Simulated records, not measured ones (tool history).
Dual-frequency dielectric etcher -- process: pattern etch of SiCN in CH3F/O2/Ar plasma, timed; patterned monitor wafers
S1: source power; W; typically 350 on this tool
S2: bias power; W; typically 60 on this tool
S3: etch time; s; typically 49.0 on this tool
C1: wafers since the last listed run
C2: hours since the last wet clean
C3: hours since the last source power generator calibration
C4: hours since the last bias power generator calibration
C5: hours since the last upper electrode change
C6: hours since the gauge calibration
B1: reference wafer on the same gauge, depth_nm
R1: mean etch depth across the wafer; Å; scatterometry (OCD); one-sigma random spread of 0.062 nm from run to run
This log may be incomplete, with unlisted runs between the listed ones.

run 1 hour=0.0 | S1=320 S2=60 S3=49.0 | C1=0 C2=32.3 C3=3614.7 C4=2506.3 C5=3058.9 C6=188.8 | B1=14.18 | R1=159.2
run 2 hour=67.5 | S1=320 S2=60 S3=49.0 | C1=1177 C2=99.8 C3=3682.2 C4=2573.8 C5=3126.4 C6=256.3 | B1=14.19 | R1=159.9
run 3 hour=98.1 | S1=350 S2=54 S3=53.5 | C1=533 C2=130.4 C3=3712.8 C4=2604.4 C5=3157.0 C6=286.9 | B1=14.19 | R1=174.1
run 4 hour=127.8 | S1=350 S2=54 S3=53.5 | C1=518 C2=160.1 C3=3742.5 C4=2634.1 C5=3186.7 C6=316.6 | B1=14.19 | R1=173.9
run 5 hour=190.0 | S1=350 S2=60 S3=49.0 | C1=1085 C2=222.3 C3=3804.7 C4=2696.3 C5=3248.9 C6=378.8 | B1=14.19 | R1=165.5
run 6 hour=226.0 | S1=350 S2=60 S3=49.0 | C1=628 C2=258.3 C3=3840.7 C4=2732.3 C5=3284.9 C6=414.8 | B1=14.20 | R1=164.9
run 7 hour=288.8 | S1=350 S2=60 S3=49.0 | C1=1095 C2=321.1 C3=3903.5 C4=2795.1 C5=3347.7 C6=477.6 | B1=14.21 | R1=165.6
-- hour=344.4 source power generator calibrated
run 8 hour=353.9 | S1=350 S2=60 S3=49.0 | C1=1066 C2=386.2 C3=9.5 C4=2860.2 C5=3412.8 C6=542.7 | B1=14.21 | R1=165.3
-- hour=402.9 wet clean of the chamber
run 9 hour=406.5 | S1=350 S2=60 S3=49.0 | C1=499 C2=3.6 C3=62.1 C4=2912.8 C5=3465.4 C6=595.3 | B1=14.19 | R1=164.7
run 10 hour=555.4 | S1=350 S2=60 S3=49.0 | C1=2598 C2=152.5 C3=211.0 C4=3061.7 C5=3614.3 C6=744.2 | B1=14.19 | R1=165.7
run 11 hour=621.8 | S1=350 S2=60 S3=49.0 | C1=1158 C2=218.9 C3=277.4 C4=3128.1 C5=3680.7 C6=810.6 | B1=14.22 | R1=163.9
run 12 hour=680.3 | S1=290 S2=50 S3=37.0 | C1=1020 C2=277.4 C3=335.9 C4=3186.6 C5=3739.2 C6=869.1 | B1=14.21 | R1=108.0
run 13 hour=718.0 | S1=300 S2=60 S3=37.0 | C1=657 C2=315.1 C3=373.6 C4=3224.3 C5=3776.9 C6=906.8 | B1=14.18 | R1=116.2
-- hour=755.9 upper electrode replaced
run 14 hour=767.6 | S1=400 S2=67 S3=34.5 | C1=446 C2=364.7 C3=423.2 C4=3273.9 C5=11.7 C6=956.4 | B1=14.19 | R1=127.2
-- hour=769.9 gauge calibrated
run 15 hour=793.8 | S1=350 S2=60 S3=49.0 | C1=457 C2=390.9 C3=449.4 C4=3300.1 C5=37.9 C6=23.9 | B1=14.20 | R1=165.3
-- hour=836.1 wet clean of the chamber
run 16 hour=855.3 | S1=350 S2=60 S3=49.0 | C1=654 C2=19.2 C3=510.9 C4=3361.6 C5=99.4 C6=85.4 | B1=14.18 | R1=165.5
-- hour=891.5 bias power generator calibrated
run 17 hour=916.3 | S1=290 S2=56 S3=49.0 | C1=994 C2=80.2 C3=571.9 C4=24.8 C5=160.4 C6=146.4 | B1=14.20 | R1=148.5
run 18 hour=983.3 | S1=430 S2=51 S3=49.0 | C1=1169 C2=147.2 C3=638.9 C4=91.8 C5=227.4 C6=213.4 | B1=14.22 | R1=170.1
run 19 hour=1014.1 | S1=390 S2=66 S3=35.0 | C1=537 C2=178.0 C3=669.7 C4=122.6 C5=258.2 C6=244.2 | B1=14.22 | R1=127.1
run 20 hour=1066.1 | S1=350 S2=60 S3=54.5 | C1=907 C2=230.0 C3=721.7 C4=174.6 C5=310.2 C6=296.2 | B1=14.21 | R1=183.1
run 21 hour=1116.6 | S1=440 S2=60 S3=49.0 | C1=881 C2=280.5 C3=772.2 C4=225.1 C5=360.7 C6=346.7 | B1=14.19 | R1=181.0
run 22 hour=1145.5 | S1=400 S2=56 S3=40.0 | C1=504 C2=309.4 C3=801.1 C4=254.0 C5=389.6 C6=375.6 | B1=14.20 | R1=138.8

For each entry between runs, how does the tool's hidden state at the last listed run before it compare with that at the first listed run after it?
Between runs 7 and 8: source power generator calibrated (hour 344.4)
  no hidden state differs between the two runs
Between runs 8 and 9: wet clean of the chamber (hour 402.9)
  no hidden state differs between the two runs
Between runs 13 and 14: upper electrode replaced (hour 755.9)
  no hidden state differs between the two runs
Between runs 14 and 15: gauge calibrated (hour 769.9)
  no hidden state differs between the two runs
Between runs 15 and 16: wet clean of the chamber (hour 836.1)
  no hidden state differs between the two runs
Between runs 16 and 17: bias power generator calibrated (hour 891.5)
  no hidden state differs between the two runs
